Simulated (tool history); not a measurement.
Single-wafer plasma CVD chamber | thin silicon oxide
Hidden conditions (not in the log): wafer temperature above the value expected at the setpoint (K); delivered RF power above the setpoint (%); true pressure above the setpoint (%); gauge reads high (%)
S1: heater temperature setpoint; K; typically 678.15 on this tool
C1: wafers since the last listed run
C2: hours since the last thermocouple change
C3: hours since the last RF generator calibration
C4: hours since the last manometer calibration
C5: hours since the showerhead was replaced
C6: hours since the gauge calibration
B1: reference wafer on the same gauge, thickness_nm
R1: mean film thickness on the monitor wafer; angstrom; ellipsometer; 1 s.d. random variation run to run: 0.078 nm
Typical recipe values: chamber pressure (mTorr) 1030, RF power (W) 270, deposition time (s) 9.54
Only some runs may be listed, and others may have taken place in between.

Run 1, hour 0.0: usual settings but S1 667.15 K; C1 0; C2 1350.2; C3 349.2; C4 1895.0; C5 2876.9; C6 533.8; B1 23.361. Result: R1 209.15 angstrom.
Run 2, hour 49.0: usual settings; C1 781; C2 1399.2; C3 398.2; C4 1944.0; C5 2925.9; C6 582.8; B1 23.344. Result: R1 206.92 angstrom.
Run 3, hour 99.2: usual settings; C1 800; C2 1449.4; C3 448.4; C4 1994.2; C5 2976.1; C6 633.0; B1 23.323. Result: R1 207.02 angstrom.
Run 4, hour 164.4: usual settings; C1 1039; C2 1514.6; C3 513.6; C4 2059.4; C5 3041.3; C6 698.2; B1 23.259. Result: R1 207.14 angstrom.
Run 5, hour 191.6: usual settings; C1 433; C2 1541.8; C3 540.8; C4 2086.6; C5 3068.5; C6 725.4; B1 23.321. Result: R1 207.97 angstrom.
Run 6, hour 237.5: usual settings but RF power (W) 250; C1 731; C2 1587.7; C3 586.7; C4 2132.5; C5 3114.4; C6 771.3; B1 23.247. Result: R1 199.83 angstrom.
Run 7, hour 291.1: usual settings but deposition time (s) 10.21; C1 854; C2 1641.3; C3 640.3; C4 2186.1; C5 3168.0; C6 824.9; B1 23.221. Result: R1 221.33 angstrom.
Run 8, hour 318.0: usual settings; C1 428; C2 1668.2; C3 667.2; C4 2213.0; C5 3194.9; C6 851.8; B1 23.183. Result: R1 207.46 angstrom.
Run 9, hour 363.1: usual settings; C1 719; C2 1713.3; C3 712.3; C4 2258.1; C5 3240.0; C6 896.9; B1 23.141. Result: R1 206.18 angstrom.
Run 10, hour 422.5: usual settings but RF power (W) 255; C1 947; C2 1772.7; C3 771.7; C4 2317.5; C5 3299.4; C6 956.3; B1 23.142. Result: R1 199.61 angstrom.
Run 11, hour 473.9: usual settings; C1 819; C2 1824.1; C3 823.1; C4 2368.9; C5 3350.8; C6 1007.7; B1 23.134. Result: R1 204.97 angstrom.
Run 12, hour 516.4: usual settings; C1 677; C2 1866.6; C3 865.6; C4 2411.4; C5 3393.3; C6 1050.2; B1 23.063. Result: R1 204.53 angstrom.
Run 13, hour 554.2: usual settings; C1 602; C2 1904.4; C3 903.4; C4 2449.2; C5 3431.1; C6 1088.0; B1 23.067. Result: R1 204.85 angstrom.
Run 14, hour 585.7: usual settings but RF power (W) 255; C1 502; C2 1935.9; C3 934.9; C4 2480.7; C5 3462.6; C6 1119.5; B1 23.029. Result: R1 198.94 angstrom.
At hour 600.1: showerhead replaced.
At hour 660.1: RF generator calibrated.
Run 15, hour 795.7: usual settings but S1 673.15 K, chamber pressure (mTorr) 1240, RF power (W) 230, deposition time (s) 10.52; C1 3093; C2 2145.9; C3 135.6; C4 2690.7; C5 195.6; C6 1329.5; B1 22.888. Result: R1 231.98 angstrom.
At hour 836.0: thermocouple changed; heater temperature recalibrated.
Run 16, hour 841.0: usual settings but RF power (W) 315; C1 594; C2 5.0; C3 180.9; C4 2736.0; C5 240.9; C6 1374.8; B1 22.852. Result: R1 217.17 angstrom.
Run 17, hour 866.7: usual settings but S1 692.15 K, chamber pressure (mTorr) 840, RF power (W) 230, deposition time (s) 8.14; C1 409; C2 30.7; C3 206.6; C4 2761.7; C5 266.6; C6 1400.5; B1 22.844. Result: R1 134.94 angstrom.
Run 18, hour 892.2: usual settings but S1 686.15 K, RF power (W) 220; C1 406; C2 56.2; C3 232.1; C4 2787.2; C5 292.1; C6 1426.0; B1 22.789. Result: R1 182.72 angstrom.
At hour 901.2: capacitance manometer re-zeroed and calibrated.
At hour 924.7: gauge calibrated.
Run 19, hour 931.2: usual settings but deposition time (s) 8.89; C1 494; C2 95.2; C3 271.1; C4 30.0; C5 331.1; C6 6.5; B1 23.470. Result: R1 195.10 angstrom.
Run 20, hour 971.3: usual settings but RF power (W) 310; C1 639; C2 135.3; C3 311.2; C4 70.1; C5 371.2; C6 46.6; B1 23.416. Result: R1 220.85 angstrom.
Run 21, hour 1007.1: usual settings but S1 670.15 K, chamber pressure (mTorr) 1130, RF power (W) 290; C1 570; C2 171.1; C3 347.0; C4 105.9; C5 407.0; C6 82.4; B1 23.431. Result: R1 227.93 angstrom.
Run 22, hour 1077.1: usual settings but chamber pressure (mTorr) 1230, deposition time (s) 8.05; C1 1116; C2 241.1; C3 417.0; C4 175.9; C5 477.0; C6 152.4; B1 23.469. Result: R1 195.68 angstrom.
Run 23, hour 1109.6: usual settings but S1 684.15 K, RF power (W) 225, deposition time (s) 10.94; C1 518; C2 273.6; C3 449.5; C4 208.4; C5 509.5; C6 184.9; B1 23.431. Result: R1 217.86 angstrom.
Run 24, hour 1138.8: usual settings but S1 667.15 K, chamber pressure (mTorr) 910, RF power (W) 320, deposition time (s) 11.14; C1 465; C2 302.8; C3 478.7; C4 237.6; C5 538.7; C6 214.1; B1 23.450. Result: R1 240.18 angstrom.
Run 25, hour 1200.3: usual settings; C1 980; C2 364.3; C3 540.2; C4 299.1; C5 600.2; C6 275.6; B1 23.391. Result: R1 209.03 angstrom.
Run 26, hour 1244.3: usual settings but chamber pressure (mTorr) 1280, RF power (W) 220, deposition time (s) 10.19; C1 701; C2 408.3; C3 584.2; C4 343.1; C5 644.2; C6 319.6; B1 23.440. Result: R1 229.80 angstrom.
Run 27, hour 1325.9: usual settings but S1 670.15 K, chamber pressure (mTorr) 1220, RF power (W) 300, deposition time (s) 8.50; C1 1301; C2 489.9; C3 665.8; C4 424.7; C5 725.8; C6 401.2; B1 23.422. Result: R1 218.24 angstrom.
Run 28, hour 1365.6: usual settings but S1 686.15 K, chamber pressure (mTorr) 930, RF power (W) 305; C1 633; C2 529.6; C3 705.5; C4 464.4; C5 765.5; C6 440.9; B1 23.402. Result: R1 202.38 angstrom.
Run 29, hour 1419.0: usual settings; C1 851; C2 583.0; C3 758.9; C4 517.8; C5 818.9; C6 494.3; B1 23.344. Result: R1 208.39 angstrom.

4 ways to go on from here, each from the tool as it stands after run 29. What would each give?
Run A, hour 1419.4: usual settings but deposition time (s) 8.39; C1 6; C2 583.4; C3 759.3; C4 518.2; C5 819.3; C6 494.7; B1 ?. Result: R1 ?.
Run B, hour 1419.4: usual settings but RF power (W) 220; C1 6; C2 583.4; C3 759.3; C4 518.2; C5 819.3; C6 494.7; B1 ?. Result: R1 ?.
Run C, hour 1419.4: usual settings but deposition time (s) 7.86; C1 6; C2 583.4; C3 759.3; C4 518.2; C5 819.3; C6 494.7; B1 ?. Result: R1 ?.
Run D, hour 1419.4: usual settings but S1 668.15 K, chamber pressure (mTorr) 830; C1 6; C2 583.4; C3 759.3; C4 518.2; C5 819.3; C6 494.7; B1 ?. Result: R1 ?.

run      B1      R1
  A  23.388  182.05
  B  23.388  187.53
  C  23.388  170.58
  D  23.388  176.22
Take away the tool's hidden state, keep each run's random variation, and the runs would have read:
run      R1
  A  182.29
  B  187.77
  C  170.80
  D  176.45

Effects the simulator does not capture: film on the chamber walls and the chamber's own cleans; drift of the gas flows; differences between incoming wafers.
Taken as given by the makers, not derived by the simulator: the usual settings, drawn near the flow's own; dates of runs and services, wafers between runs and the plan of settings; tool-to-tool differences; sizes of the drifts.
